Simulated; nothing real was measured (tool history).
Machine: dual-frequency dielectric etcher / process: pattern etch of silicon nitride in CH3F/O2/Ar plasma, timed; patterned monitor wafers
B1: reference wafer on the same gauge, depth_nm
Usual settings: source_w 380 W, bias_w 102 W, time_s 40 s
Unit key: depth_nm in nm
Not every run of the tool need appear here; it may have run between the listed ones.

run 1 hour=0 | source_w=380 bias_w=102 time_s=40 | B1=30.14 | depth_nm=28.6
run 2 hour=22.6 | source_w=380 bias_w=102 time_s=40 | B1=30.11 | depth_nm=28.88
run 3 hour=40.5 | source_w=330 bias_w=102 time_s=33 | B1=30.12 | depth_nm=21.77
run 4 hour=74.9 | source_w=330 bias_w=102 time_s=33 | B1=30.16 | depth_nm=21.81
run 5 hour=97.8 | source_w=380 bias_w=102 time_s=40 | B1=30.09 | depth_nm=28.79
run 6 hour=116 | source_w=380 bias_w=102 time_s=40 | B1=30.12 | depth_nm=28.77
run 7 hour=149.5 | source_w=380 bias_w=102 time_s=40 | B1=30.08 | depth_nm=28.45
run 8 hour=184.7 | source_w=380 bias_w=102 time_s=40 | B1=30.15 | depth_nm=28.63
run 9 hour=204 | source_w=380 bias_w=102 time_s=40 | B1=30.03 | depth_nm=28.46
run 10 hour=217.3 | source_w=380 bias_w=102 time_s=40 | B1=30.12 | depth_nm=28.68
run 11 hour=244.4 | source_w=380 bias_w=102 time_s=40 | B1=30.06 | depth_nm=28.64
run 12 hour=276.4 | source_w=380 bias_w=102 time_s=40 | B1=30.12 | depth_nm=28.3
run 13 hour=305.1 | source_w=380 bias_w=102 time_s=40 | B1=30.13 | depth_nm=28.04
run 14 hour=320.7 | source_w=380 bias_w=102 time_s=34 | B1=30.14 | depth_nm=23.95
run 15 hour=352.9 | source_w=450 bias_w=102 time_s=46.5 | B1=30.07 | depth_nm=35.95
run 16 hour=378.6 | source_w=380 bias_w=79 time_s=46.5 | B1=30.11 | depth_nm=29.43
run 17 hour=408.5 | source_w=380 bias_w=102 time_s=40 | B1=30.1 | depth_nm=28.46
run 18 hour=422 | source_w=450 bias_w=112 time_s=40 | B1=30.09 | depth_nm=32.06
run 19 hour=457.9 | source_w=290 bias_w=93 time_s=28.5 | B1=30.11 | depth_nm=16.54
run 20 hour=506.2 | source_w=380 bias_w=102 time_s=40 | B1=30.1 | depth_nm=28.83
run 21 hour=517.8 | source_w=280 bias_w=102 time_s=40 | B1=30.08 | depth_nm=24.13
run 22 hour=545.4 | source_w=380 bias_w=77 time_s=40 | B1=30.12 | depth_nm=25.45
run 23 hour=561.4 | source_w=380 bias_w=102 time_s=40 | B1=30.08 | depth_nm=28.66
run 24 hour=588.5 | source_w=410 bias_w=123 time_s=32 | B1=30.14 | depth_nm=25.96
run 25 hour=615.3 | source_w=380 bias_w=88 time_s=31.5 | B1=30.08 | depth_nm=21.34
run 26 hour=641.9 | source_w=380 bias_w=95 time_s=51 | B1=30.12 | depth_nm=35.43
run 27 hour=659.7 | source_w=380 bias_w=112 time_s=40 | B1=30.11 | depth_nm=29.72
run 28 hour=685.4 | source_w=350 bias_w=102 time_s=40 | B1=30.11 | depth_nm=27.6
run 29 hour=702.2 | source_w=380 bias_w=102 time_s=40 | B1=30.09 | depth_nm=28.69
run 30 hour=717.8 | source_w=350 bias_w=111 time_s=32.5 | B1=30.1 | depth_nm=23.11

Missing from the log above: 5 entries noted between runs. For each, name the pair of listed runs it sits between and say how the tool's hidden condition differs from the listed run just before to the listed run just after:
Runs 15 to 16: upper electrode replaced (hour 378.1)
  etch rate over this chamber's usual, %: -1.81 -> -1.93
  the result without the hidden state subtracted from the measured one, depth_nm: -0.66 -> -0.58 nm
Runs 16 to 17: source power generator calibrated (hour 383.9)
  etch rate over this chamber's usual, %: -1.93 -> -2.06
  the result without the hidden state subtracted from the measured one, depth_nm: -0.58 -> -0.6 nm
Runs 18 to 19: gauge calibrated (hour 426.5)
  etch rate over this chamber's usual, %: -2.12 -> -2.28
  the result without the hidden state subtracted from the measured one, depth_nm: -0.69 -> -0.39 nm
Runs 19 to 20: wet clean of the chamber (hour 505.7)
  etch rate over this chamber's usual, %: -2.28 -> 0.206
  the result without the hidden state subtracted from the measured one, depth_nm: -0.39 -> +0.06 nm
Runs 20 to 21: bias power generator calibrated (hour 517.3)
  etch rate over this chamber's usual, %: 0.206 -> 0.155
  the result without the hidden state subtracted from the measured one, depth_nm: +0.06 -> +0.04 nm
